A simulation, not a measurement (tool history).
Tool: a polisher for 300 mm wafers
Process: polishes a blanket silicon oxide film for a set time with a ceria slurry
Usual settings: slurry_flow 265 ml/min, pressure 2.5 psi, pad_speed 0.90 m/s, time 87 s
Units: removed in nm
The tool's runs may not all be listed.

run	hour	slurry_flow	pressure	pad_speed	time	incoming thickness of the incoming film, nm	removed
1	0.0	265	2.5	0.90	87	1359.6	293.8
2	315.9	265	2.5	1.04	87	1358.1	327.3
# hour 399.0: worn pad replaced by a new one
3	399.5	265	2.5	0.90	108	1337.7	353.9
4	490.7	265	2.5	0.90	108	1343.1	349.1
# hour 525.1: slurry nozzle cleaned
# hour 673.5: head pressure recalibrated
5	763.4	265	2.5	0.90	87	1336.8	294.5
6	807.1	265	2.5	0.66	87	1365.1	223.7
7	869.2	265	2.5	0.66	87	1342.8	228.4
8	931.1	265	2.5	0.90	87	1338.1	293.9
# hour 980.1: worn pad replaced by a new one
9	1077.8	265	2.5	0.90	87	1345.4	286.2
10	1142.5	265	2.5	0.90	87	1352.5	292.3
11	1184.2	295	2.5	0.90	71	1332.0	237.6
12	1271.8	295	2.5	0.90	71	1337.6	233.6
13	1343.1	295	2.5	0.90	71	1340.3	232.1
# hour 1386.1: slurry nozzle cleaned
14	1392.2	190	2.5	0.90	87	1336.1	279.0
15	1484.2	285	2.2	0.90	87	1350.4	264.2
16	1534.7	285	2.2	0.90	87	1349.4	261.3
# hour 1545.3: head pressure recalibrated
# hour 1570.2: worn pad replaced by a new one
17	1575.1	265	2.5	0.90	87	1351.8	293.6
18	1616.3	315	3.0	0.90	106	1357.1	424.4
19	1700.4	205	2.2	0.90	87	1318.2	251.8
20	1800.8	325	1.7	0.72	107	1357.9	218.5
21	1881.5	195	2.2	0.80	97	1342.8	251.5
22	1978.4	265	2.5	0.90	87	1355.5	282.1
23	2080.8	340	2.5	0.68	87	1344.5	233.2
24	2122.3	295	2.5	0.90	87	1327.9	279.2
# hour 2159.3: worn pad replaced by a new one
# hour 2198.6: slurry nozzle cleaned
25	2208.1	265	2.5	0.90	106	1315.9	360.0
# hour 2241.0: head pressure recalibrated
26	2296.6	265	2.1	0.90	87	1344.6	254.0
27	2385.1	265	2.5	0.90	87	1342.7	295.4
28	2421.5	265	2.5	0.68	87	1326.9	233.5
29	2491.2	265	2.5	0.90	87	1329.6	295.4
30	2564.0	295	2.5	1.00	87	1347.3	332.9
31	2620.1	300	1.7	0.90	95	1338.5	232.1
# hour 2664.3: worn pad replaced by a new one
32	2722.2	265	2.5	0.90	76	1330.5	257.8
33	2772.0	265	2.5	0.90	87	1346.0	289.2

Measured less the same run without the tool's hidden state. The same run-to-run variation is in both; the gauge's scatter may not be:
The hidden state here: removal rate lost through wear of the pad, %; slurry flow missing at the pad, %; deviation of the head's pressure from its setpoint, %.
run	removed
1	-1.5
2	-8.2
3	-12.5
4	-17.6
5	-1.6
6	-1.5
7	-2.1
8	-3.6
9	-6.7
10	-8.8
11	-7.5
12	-10.3
13	-13.5
14	-3.2
15	-2.1
16	-2.3
17	-3.0
18	-4.1
19	-5.0
20	-3.6
21	-9.4
22	-10.5
23	-9.5
24	-15.3
25	-0.7
26	-0.6
27	-1.2
28	-1.1
29	-2.1
30	-3.1
31	-2.8
32	-5.4
33	-7.4
